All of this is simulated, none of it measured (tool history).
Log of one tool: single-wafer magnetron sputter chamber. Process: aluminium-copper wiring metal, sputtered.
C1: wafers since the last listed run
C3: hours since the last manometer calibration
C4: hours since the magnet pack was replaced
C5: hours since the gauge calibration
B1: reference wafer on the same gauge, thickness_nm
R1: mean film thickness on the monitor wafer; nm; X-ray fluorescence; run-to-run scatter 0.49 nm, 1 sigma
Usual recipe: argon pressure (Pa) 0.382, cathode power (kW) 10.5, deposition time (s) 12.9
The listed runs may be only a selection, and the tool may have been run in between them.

run 1 hour=0 | argon_pressure_(Pa)=0.271 cathode_power_(kW)=10.5 deposition_time_(s)=13.9 | C1=0 wafers_on_the_sputter_target=2628 C3=1840.9 C4=4511.2 C5=166.5 | B1=205.998 | R1=261.49
run 2 hour=31.4 | argon_pressure_(Pa)=0.271 cathode_power_(kW)=10.5 deposition_time_(s)=13.9 | C1=601 wafers_on_the_sputter_target=3229 C3=1872.3 C4=4542.6 C5=197.9 | B1=205.982 | R1=261.894
run 3 hour=55.2 | argon_pressure_(Pa)=0.271 cathode_power_(kW)=10.5 deposition_time_(s)=13.9 | C1=456 wafers_on_the_sputter_target=3685 C3=1896.1 C4=4566.4 C5=221.7 | B1=205.946 | R1=261.457
run 4 hour=77.7 | argon_pressure_(Pa)=0.294 cathode_power_(kW)=11.7 deposition_time_(s)=12.9 | C1=431 wafers_on_the_sputter_target=4117 C3=1918.6 C4=4588.9 C5=244.2 | B1=205.881 | R1=263.298
run 5 hour=95.6 | argon_pressure_(Pa)=0.294 cathode_power_(kW)=11.7 deposition_time_(s)=12.9 | C1=343 wafers_on_the_sputter_target=4460 C3=1936.5 C4=4606.8 C5=262.1 | B1=205.948 | R1=263.396
-- hour=123.1 gauge calibrated
run 6 hour=127.4 | argon_pressure_(Pa)=0.294 cathode_power_(kW)=11.7 deposition_time_(s)=12.9 | C1=609 wafers_on_the_sputter_target=5069 C3=1968.3 C4=4638.6 C5=4.3 | B1=205.954 | R1=263.316
run 7 hour=161.2 | argon_pressure_(Pa)=0.382 cathode_power_(kW)=10.5 deposition_time_(s)=12.9 | C1=647 wafers_on_the_sputter_target=5717 C3=2002.1 C4=4672.4 C5=38.1 | B1=205.866 | R1=227.629
-- hour=184.5 sputter target and shields replaced
run 8 hour=185.8 | argon_pressure_(Pa)=0.382 cathode_power_(kW)=10.5 deposition_time_(s)=12.9 | C1=318 wafers_on_the_sputter_target=25 C3=2026.7 C4=4697 C5=62.7 | B1=205.94 | R1=231.057
run 9 hour=201 | argon_pressure_(Pa)=0.382 cathode_power_(kW)=10.5 deposition_time_(s)=12.9 | C1=291 wafers_on_the_sputter_target=316 C3=2041.9 C4=4712.2 C5=77.9 | B1=206.048 | R1=231.395
run 10 hour=233.6 | argon_pressure_(Pa)=0.382 cathode_power_(kW)=11.3 deposition_time_(s)=12.9 | C1=624 wafers_on_the_sputter_target=941 C3=2074.5 C4=4744.8 C5=110.5 | B1=205.909 | R1=245.721
-- hour=271.5 magnet pack replaced
-- hour=272.8 capacitance manometer re-zeroed and calibrated
run 11 hour=273.3 | argon_pressure_(Pa)=0.382 cathode_power_(kW)=9.45 deposition_time_(s)=11.2 | C1=583 wafers_on_the_sputter_target=1525 C3=0.5 C4=1.8 C5=150.2 | B1=206.104 | R1=176.614
run 12 hour=358.8 | argon_pressure_(Pa)=0.512 cathode_power_(kW)=10.5 deposition_time_(s)=11.3 | C1=1638 wafers_on_the_sputter_target=3164 C3=86 C4=87.3 C5=235.7 | B1=206.11 | R1=178.419

Run 13 has not been measured yet. What should we expect?
run 13 hour=385.9 | argon_pressure_(Pa)=0.255 cathode_power_(kW)=12.8 deposition_time_(s)=12.9 | C1=519 wafers_on_the_sputter_target=3683 C3=113.1 C4=114.4 C5=262.8 | B1=? | R1=?

{"run 13": {"B1": 206.251, "R1": 287.385}}
If the tool had no hidden condition, the same run with the same run-to-run variation would have returned R1 290.326 nm.

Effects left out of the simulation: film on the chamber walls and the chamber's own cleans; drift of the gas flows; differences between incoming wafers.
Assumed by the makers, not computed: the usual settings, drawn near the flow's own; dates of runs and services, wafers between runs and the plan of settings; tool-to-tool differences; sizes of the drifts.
